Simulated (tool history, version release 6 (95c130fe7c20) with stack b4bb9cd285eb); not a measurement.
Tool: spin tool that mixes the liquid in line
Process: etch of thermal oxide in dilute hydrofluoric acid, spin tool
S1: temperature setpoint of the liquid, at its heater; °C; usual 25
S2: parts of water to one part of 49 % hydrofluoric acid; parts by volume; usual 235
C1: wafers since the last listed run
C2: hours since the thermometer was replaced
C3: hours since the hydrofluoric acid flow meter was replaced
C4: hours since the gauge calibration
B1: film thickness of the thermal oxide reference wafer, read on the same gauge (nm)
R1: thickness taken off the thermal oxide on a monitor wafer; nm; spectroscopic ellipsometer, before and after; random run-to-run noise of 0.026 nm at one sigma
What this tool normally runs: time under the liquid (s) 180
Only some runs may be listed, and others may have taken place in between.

{"run": 1, "hour": 0.0, "S1": 25, "S2": 325, "time under the liquid (s)": 180, "C1": 0, "C2": 1560.6, "C3": 1561.3, "C4": 138.7, "B1": 80, "R1": 1.857}
{"run": 2, "hour": 51.7, "S1": 25, "S2": 235, "time under the liquid (s)": 180, "C1": 401, "C2": 1612.3, "C3": 1613, "C4": 190.4, "B1": 79.983, "R1": 2.85}
{"run": 3, "hour": 88.0, "S1": 25, "S2": 235, "time under the liquid (s)": 180, "C1": 281, "C2": 1648.6, "C3": 1649.3, "C4": 226.7, "B1": 80, "R1": 2.848}
{"run": 4, "hour": 170.4, "S1": 25, "S2": 235, "time under the liquid (s)": 180, "C1": 639, "C2": 1731, "C3": 1731.7, "C4": 309.1, "B1": 79.988, "R1": 2.855}
{"run": 5, "hour": 282.1, "S1": 26.5, "S2": 235, "time under the liquid (s)": 180, "C1": 866, "C2": 1842.7, "C3": 1843.4, "C4": 420.8, "B1": 80, "R1": 2.955}
{"run": 6, "hour": 384.0, "S1": 25, "S2": 235, "time under the liquid (s)": 180, "C1": 790, "C2": 1944.6, "C3": 1945.3, "C4": 522.7, "B1": 80.005, "R1": 2.755}
{"run": 7, "hour": 427.6, "S1": 25, "S2": 235, "time under the liquid (s)": 180, "C1": 338, "C2": 1988.2, "C3": 1988.9, "C4": 566.3, "B1": 79.998, "R1": 2.84}
{"run": 8, "hour": 503.8, "S1": 25, "S2": 235, "time under the liquid (s)": 180, "C1": 591, "C2": 2064.4, "C3": 2065.1, "C4": 642.5, "B1": 80.003, "R1": 2.748}
{"hour": 533.1, "done": "hydrofluoric acid flow meter replaced"}
{"run": 9, "hour": 580.1, "S1": 23, "S2": 235, "time under the liquid (s)": 180, "C1": 584, "C2": 2140.7, "C3": 47, "C4": 718.8, "B1": 79.99, "R1": 2.336}
{"run": 10, "hour": 661.4, "S1": 26.5, "S2": 205, "time under the liquid (s)": 75, "C1": 630, "C2": 2222, "C3": 128.3, "C4": 800.1, "B1": 80.026, "R1": 1.31}
{"hour": 760.4, "done": "hydrofluoric acid flow meter replaced, repeated, since the last time left the tool worse"}
{"hour": 790.4, "done": "gauge calibrated"}
{"run": 11, "hour": 892.8, "S1": 22, "S2": 235, "time under the liquid (s)": 280, "C1": 1787, "C2": 2453.4, "C3": 132.4, "C4": 102.4, "B1": 79.993, "R1": 4.203}
{"hour": 926.5, "done": "thermometer replaced"}
{"run": 12, "hour": 940.4, "S1": 25, "S2": 235, "time under the liquid (s)": 180, "C1": 361, "C2": 13.9, "C3": 180, "C4": 150, "B1": 80.026, "R1": 3.033}
{"run": 13, "hour": 1040.1, "S1": 23.5, "S2": 235, "time under the liquid (s)": 250, "C1": 773, "C2": 113.6, "C3": 279.7, "C4": 249.7, "B1": 80.009, "R1": 4.006}

Run 14, settings as shown, results not yet in. Your forecast:
{"run": 14, "hour": 1081.1, "S1": 25, "S2": 120, "time under the liquid (s)": 180, "C1": 318, "C2": 154.6, "C3": 320.7, "C4": 290.7, "B1": "?", "R1": "?"}

{"run 14": {"B1": 79.974, "R1": 6.893}}
On a tool with no hidden condition, and with the same random variation, this run would have come out at R1 7.007 nm.
